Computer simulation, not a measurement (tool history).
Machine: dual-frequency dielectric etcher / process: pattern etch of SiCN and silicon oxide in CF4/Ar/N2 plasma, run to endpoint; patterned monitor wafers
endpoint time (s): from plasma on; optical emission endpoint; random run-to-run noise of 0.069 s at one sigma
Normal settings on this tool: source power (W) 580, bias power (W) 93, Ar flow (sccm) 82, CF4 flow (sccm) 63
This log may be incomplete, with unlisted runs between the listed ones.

run	hour	source power (W)	bias power (W)	Ar flow (sccm)	CF4 flow (sccm)	wafers since the last listed run	hours since the last wet clean	hours since the last source power generator calibration	hours since the last bias power generator calibration	hours since the last Ar flow controller change	hours since the last CF4 flow controller change	hours since the last upper electrode change	incoming incoming film thickness, nm	endpoint time (s)
1	0	580	93	82	63	0	252.9	3974.7	3187.7	4968.1	2740.5	2208.7	14.12	12.8
2	13.5	580	93	82	63	131	266.4	3988.2	3201.2	4981.6	2754	2222.2	14.02	12.7
3	28.9	580	93	82	63	150	281.8	4003.6	3216.6	4997	2769.4	2237.6	14.22	12.8
4	42.1	580	93	82	63	128	295	4016.8	3229.8	5010.2	2782.6	2250.8	14.07	12.7
# hour 67.1: CF4 flow controller replaced
# hour 69.1: source power generator calibrated
# hour 81.5: upper electrode replaced, of another model than before
5	82	580	93	82	63	190	334.9	12.9	3269.7	5050.1	14.9	0.5	13.88	12.5
6	82.3	580	93	82	63	2	335.2	13.2	3270	5050.4	15.2	0.8	13.92	12.5
7	86.5	580	93	82	63	40	339.4	17.4	3274.2	5054.6	19.4	5	13.94	12.5
8	94.7	580	77	82	63	79	347.6	25.6	3282.4	5062.8	27.6	13.2	14.12	13.3
9	101.2	480	112	65	74	63	354.1	32.1	3288.9	5069.3	34.1	19.7	14.12	13.1
# hour 126: wet clean of the chamber
10	126.5	580	93	82	63	12	0.5	57.4	3314.2	5094.6	59.4	45	14.09	13.1
11	126.8	580	93	82	63	2	0.8	57.7	3314.5	5094.9	59.7	45.3	14.14	13.2
12	136.8	640	93	82	63	97	10.8	67.7	3324.5	5104.9	69.7	55.3	14.11	12.3
# hour 142.2: bias power generator calibrated
# hour 159: Ar flow controller replaced
13	159.5	580	80	82	63	123	33.5	90.4	17.3	0.5	92.4	78	14.05	13.5
14	167.2	580	93	100	58	75	41.2	98.1	25	8.2	100.1	85.7	14.24	13.6
15	174.1	580	93	67	63	67	48.1	105	31.9	15.1	107	92.6	14.28	12.8
16	186.5	580	93	82	63	120	60.5	117.4	44.3	27.5	119.4	105	14.15	13.1
17	214.6	620	101	90	50	274	88.6	145.5	72.4	55.6	147.5	133.1	14.01	12.5

What the log doesn't show, run by run:
source power that arrives over what is set, %: 0 across all the runs
bias power that arrives over what is set, %: 0 across all the runs
Ar flow that arrives over what is set, %: 0 across all the runs
CF4 flow that arrives over what is set, %: 0 across all the runs
H1: etch rate over this chamber's usual, %
run	H1
1	2.83
2	3
3	3.19
4	3.36
5	3.85
6	3.86
7	3.91
8	4.01
9	4.09
10	0.0776
11	0.0814
12	0.206
13	0.49
14	0.586
15	0.673
16	0.828
17	1.18
